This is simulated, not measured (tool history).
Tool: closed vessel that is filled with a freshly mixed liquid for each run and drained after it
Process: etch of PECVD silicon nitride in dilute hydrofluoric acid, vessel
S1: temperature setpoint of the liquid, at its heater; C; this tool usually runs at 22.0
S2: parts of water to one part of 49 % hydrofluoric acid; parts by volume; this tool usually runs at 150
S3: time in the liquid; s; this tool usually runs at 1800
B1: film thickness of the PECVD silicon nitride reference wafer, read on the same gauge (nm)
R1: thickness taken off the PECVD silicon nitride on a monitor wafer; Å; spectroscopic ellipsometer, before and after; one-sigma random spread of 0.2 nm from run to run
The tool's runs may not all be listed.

run      day    S1   S2    S3      B1      R1
  1    0.000  22.0  150  1800  119.96   292.8
  2    1.850  22.0  150  1800  119.97   289.5
  3   10.267  22.0  150  1800  119.96   291.8
  4   12.238  22.0  150  1800  120.01   293.7
  5   16.171  22.0  150  1800  120.00   291.0
  6   19.592  22.0  150  2410  120.00   385.2
  7   21.938  22.0  150  2410  119.97   383.6
  8   23.867  22.0  200  1800  120.03   219.8
  9   27.758  22.0  150  1800  119.97   291.6
      34.854  -- hydrofluoric acid flow meter replaced
 10   40.950  22.0  150  1800  119.98   288.6
 11   43.942  22.0  150  1800  119.98   291.1
      47.542  -- gauge calibrated
 12   48.417  22.0  150  1800  119.96   291.2
 13   51.962  22.0  150  1800  120.01   286.7
 14   54.225  22.0  150  1800  119.98   289.8
 15   57.233  22.0  150  1800  120.03   285.7
      58.362  -- thermometer replaced
 16   60.538  25.5  210  2250  120.00   324.0
 17   63.108  25.0  175  1800  120.04   300.1
 18   65.225  25.0  150  2680  120.00   525.5
 19   67.146  22.0  150  1800  120.02   292.6
 20   70.967  22.0  150  2440  119.96   392.8
 21   74.800  22.0  150  1800  119.99   293.3
 22   77.367  22.0  150  1800  119.97   290.8
 23   80.358  24.0   75  2725  120.01  1002.6
 24   82.850  22.0  150  1800  120.00   290.1
 25   85.921  26.0  150  2675  119.98   565.6
 26   89.658  25.5  225  1490  120.02   202.8
 27   93.096  22.0  150  1800  119.95   295.1
 28   97.542  22.0  150  1210  120.00   195.3
 29  100.821  22.0  100  1800  119.99   431.5
 30  103.167  22.0  150  1800  120.04   290.8
 31  110.550  19.5  150  1800  119.98   245.8

The tool's hidden state at each run:
liquid hotter than its thermometer reads (K): 0 at every run
hydrofluoric acid flow above the setpoint (%): 0 at every run
gauge reads high (%): 0 at every run
